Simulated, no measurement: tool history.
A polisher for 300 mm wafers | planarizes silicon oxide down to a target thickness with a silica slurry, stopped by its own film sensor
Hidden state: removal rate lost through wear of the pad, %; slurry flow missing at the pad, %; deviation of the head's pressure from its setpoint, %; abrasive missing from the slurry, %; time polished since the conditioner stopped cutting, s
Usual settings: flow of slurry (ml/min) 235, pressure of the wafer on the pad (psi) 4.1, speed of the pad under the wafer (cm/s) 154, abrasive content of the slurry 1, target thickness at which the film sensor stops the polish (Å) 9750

run,day,flow of slurry (ml/min),pressure of the wafer on the pad (psi),speed of the pad under the wafer (cm/s),abrasive content of the slurry,target thickness at which the film sensor stops the polish (Å),wafers since the last listed run,wafers polished on this pad,hours since the slurry nozzle was cleaned,hours since the head pressure was calibrated,hours since the slurry blender was calibrated,hours since the conditioning disc was replaced,"incoming thickness of the incoming film, nm",time until the film sensor stopped the polish (s)
1,0,205,4.1,154,1.1,9750,0,1409,208.2,205.8,53.7,85.4,1327.8,117.9
2,2.642,205,4.1,154,1.1,9750,747,2156,271.6,269.2,117.1,148.8,1292.9,109.7
3,4.362,205,4.1,154,1.1,9750,486,2643,312.9,310.5,158.4,190.1,1320.3,120.9
# day 5.154: worn pad replaced by a new one
# day 5.517: slurry nozzle cleaned
# day 5.858: slurry blender recalibrated
4,5.879,235,4.1,154,1,9750,346,169,8.7,346.9,0.5,226.5,1306.7,96.8
5,7.433,235,4.1,154,1,9750,439,608,46,384.2,37.8,263.8,1318.3,107.5
6,9.529,235,4.1,154,1.1,9750,592,1201,96.3,434.5,88.1,314.1,1301,104
# day 11.396: conditioning disc replaced and pad reconditioned
7,12.279,235,4.1,154,1.1,9750,754,1955,162.3,500.5,154.1,21.2,1306.2,104.3
8,13.65,235,4.1,154,0.8,10390,387,2343,195.2,533.4,187,54.1,1337.5,118.2
# day 14.575: slurry blender recalibrated
# day 14.921: worn pad replaced by a new one
9,16.229,235,4.1,168,1,9750,658,370,257.1,595.3,39.7,116,1297.8,100.4
# day 17.829: slurry nozzle cleaned
10,17.85,235,4.1,138,1.1,10240,446,816,0.5,634.2,78.6,154.9,1317.2,95.4
11,19.438,235,2.9,188,0.7,9340,448,1265,38.6,672.3,116.7,193,1311.3,185.6
12,21.083,235,4.1,154,0.75,8710,465,1731,78.1,711.8,156.2,232.5,1325.4,188.1
# day 23.104: worn pad replaced by a new one
13,23.125,235,4.1,138,1.2,10150,530,5,127.1,760.8,205.2,281.5,1304.5,85.3
# day 24.762: slurry blender recalibrated
# day 26.979: conditioning disc replaced and pad reconditioned
14,29.333,235,4.1,154,1,9750,1708,1714,276.1,909.8,109.7,56.5,1332.2,127.8

The next listed run, before its measurement:
# day 30.338: head pressure recalibrated
# day 31.004: worn pad replaced by a new one
# day 31.988: slurry nozzle cleaned
# day 33.683: slurry blender recalibrated
15,37.679,205,4.1,154,1.1,9750,2254,1852,136.6,176.2,95.9,256.8,1285.8,?

Run 15 gave time until the film sensor stopped the polish (s) 103.3.
Without the tool's hidden state the same run would have given time until the film sensor stopped the polish (s) 84.3.
